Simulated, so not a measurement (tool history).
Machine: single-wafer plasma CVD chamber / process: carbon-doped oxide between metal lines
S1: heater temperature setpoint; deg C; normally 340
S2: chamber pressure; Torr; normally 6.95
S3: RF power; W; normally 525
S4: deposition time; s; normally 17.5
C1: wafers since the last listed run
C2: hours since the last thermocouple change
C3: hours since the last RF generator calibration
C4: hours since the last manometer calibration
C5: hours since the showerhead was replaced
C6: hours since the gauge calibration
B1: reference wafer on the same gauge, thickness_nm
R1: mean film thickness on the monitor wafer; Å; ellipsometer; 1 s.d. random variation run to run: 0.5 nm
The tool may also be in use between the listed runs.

run,hour,S1,S2,S3,S4,C1,C2,C3,C4,C5,C6,B1,R1
1,0.0,340,6.95,525,17.5,0,975.0,1339.7,2154.8,6646.2,389.2,119.110,999.42
# hour 19.5: capacitance manometer re-zeroed and calibrated
2,20.0,340,6.95,525,15.9,303,995.0,1359.7,0.5,6666.2,409.2,119.233,900.62
3,23.6,340,6.95,525,15.9,91,998.6,1363.3,4.1,6669.8,412.8,119.183,902.47
4,38.6,340,6.95,525,15.9,379,1013.6,1378.3,19.1,6684.8,427.8,119.174,902.92
5,47.6,340,6.95,525,17.5,227,1022.6,1387.3,28.1,6693.8,436.8,119.133,992.97
6,54.8,340,6.95,525,17.5,182,1029.8,1394.5,35.3,6701.0,444.0,119.170,1000.78
7,65.3,340,6.95,525,17.5,265,1040.3,1405.0,45.8,6711.5,454.5,119.129,1000.81
8,80.9,340,6.95,525,17.5,394,1055.9,1420.6,61.4,6727.1,470.1,119.235,992.82
9,93.6,340,6.95,525,17.5,321,1068.6,1433.3,74.1,6739.8,482.8,119.155,996.38
# hour 106.7: gauge calibrated
10,115.7,340,6.95,525,17.5,559,1090.7,1455.4,96.2,6761.9,9.0,119.301,989.70
# hour 127.4: thermocouple changed; heater temperature recalibrated
# hour 131.0: showerhead replaced
11,131.5,340,6.95,525,16.3,105,4.1,1471.2,112.0,0.5,24.8,119.245,933.24
12,137.9,340,6.95,525,17.5,161,10.5,1477.6,118.4,6.9,31.2,119.106,997.41
13,148.1,340,6.95,525,15.1,258,20.7,1487.8,128.6,17.1,41.4,119.263,859.55
14,160.4,340,6.95,525,16.4,311,33.0,1500.1,140.9,29.4,53.7,119.310,930.64

Run 15, settings as shown, results not yet in. Your forecast:
# hour 178.3: RF generator calibrated
15,178.8,340,8.28,620,17.5,263,51.4,0.5,159.3,47.8,72.1,?,?

{"run 15": {"B1": 119.193, "R1": 1126.97}}
Take away the tool's hidden state, keep the run-to-run variation as it was, and the same run would have given R1 1126.97 Å.

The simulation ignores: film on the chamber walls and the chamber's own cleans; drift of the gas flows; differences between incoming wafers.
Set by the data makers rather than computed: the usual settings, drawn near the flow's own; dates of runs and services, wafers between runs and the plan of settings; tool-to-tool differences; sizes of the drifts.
